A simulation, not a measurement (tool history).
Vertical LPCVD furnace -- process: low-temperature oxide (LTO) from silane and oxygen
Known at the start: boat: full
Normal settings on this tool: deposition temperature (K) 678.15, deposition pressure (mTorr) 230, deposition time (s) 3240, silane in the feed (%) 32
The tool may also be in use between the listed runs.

run,day,deposition temperature (K),deposition pressure (mTorr),deposition time (s),silane in the feed (%),wafers since the last listed run,hours since the last temperature calibration,hours since the pressure gauge was zeroed,hours since the silane flow controller was replaced,hours since the gauge calibration,"read-back reference wafer on the same gauge, thickness",film thickness on the monitor wafer in the middle of the boat (Å)
1,0,678.15,230,4200,32,0,2242.1,1512.7,4388.8,60.4,349.68,5294.2
2,2.517,683.15,230,3240,32,891,2302.5,1573.1,4449.2,120.8,350.03,4345.6
3,3.712,678.15,230,3240,29,423,2331.2,1601.8,4477.9,149.5,349.66,3592.4
4,6.633,678.15,230,3240,32,1034,2401.3,1671.9,4548,219.6,350.15,4089.3
5,8.442,678.15,230,3240,32,640,2444.7,1715.3,4591.4,263,350.05,4097.3
6,11.233,678.15,230,3240,32,988,2511.7,1782.3,4658.4,330,350.07,4093.1
7,13.454,678.15,230,3240,32,786,2565,1835.6,4711.7,383.3,350.01,4124.3
8,14.475,678.15,230,3240,32,361,2589.5,1860.1,4736.2,407.8,350.11,4107.2
9,16.958,678.15,230,3240,28,879,2649.1,1919.7,4795.8,467.4,350.33,3406.3
# day 19.771: pressure gauge zeroed
10,19.792,687.15,200,3240,32,649,2717.1,0.5,4863.8,535.4,349.82,3772
# day 21.371: silane flow controller replaced
11,21.392,678.15,230,3240,36,212,2755.5,38.9,0.5,573.8,349.72,4398.7
# day 23.562: thermocouples replaced and temperature profile calibrated
12,23.583,678.15,230,3240,32,422,0.5,91.5,53.1,626.4,349.98,3749.1
13,25.271,678.15,175,2370,35,597,41,132,93.6,666.9,350.11,2367.6
14,27.333,678.15,270,2310,32,730,90.5,181.5,143.1,716.4,350.06,3141.4
15,29.888,678.15,230,3240,32,904,151.8,242.8,204.4,777.7,350.17,3795.9
16,32.646,686.15,230,2460,34,976,218,309,270.6,843.9,349.71,3432.5
# day 33.267: gauge calibrated
17,34.417,678.15,200,2790,32,627,260.5,351.5,313.1,27.6,349.91,2864.1
18,35.825,688.15,230,3240,38,498,294.3,385.3,346.9,61.4,350.35,5352
19,38.812,671.15,230,3240,32,1058,366,457,418.6,133.1,349.95,3561.3
20,40.371,670.15,230,3240,32,551,403.4,494.4,456,170.5,349.96,3523.6
21,43.275,687.15,230,3240,32,1028,473.1,564.1,525.7,240.2,349.95,4280.9

The tool's hidden state at each run:
true tube temperature minus thermocouple reading, K: 0, the same for each run
gauge reads high (%): 0, the same for each run
H1: true pressure minus gauge reading, mTorr
H2: deviation of the silane flow from its setpoint, %
run,H1,H2
1,11.9,4.01
2,12,4.08
3,12,4.11
4,12.1,4.19
5,12.2,4.24
6,12.3,4.32
7,12.4,4.38
8,12.4,4.41
9,12.4,4.48
10,-0.492,4.55
11,0.194,-0.626
12,1.07,-0.566
13,1.7,-0.52
14,2.42,-0.464
15,3.24,-0.394
16,4.04,-0.318
17,4.51,-0.27
18,4.87,-0.232
19,5.56,-0.15
20,5.9,-0.107
21,6.47,-0.028
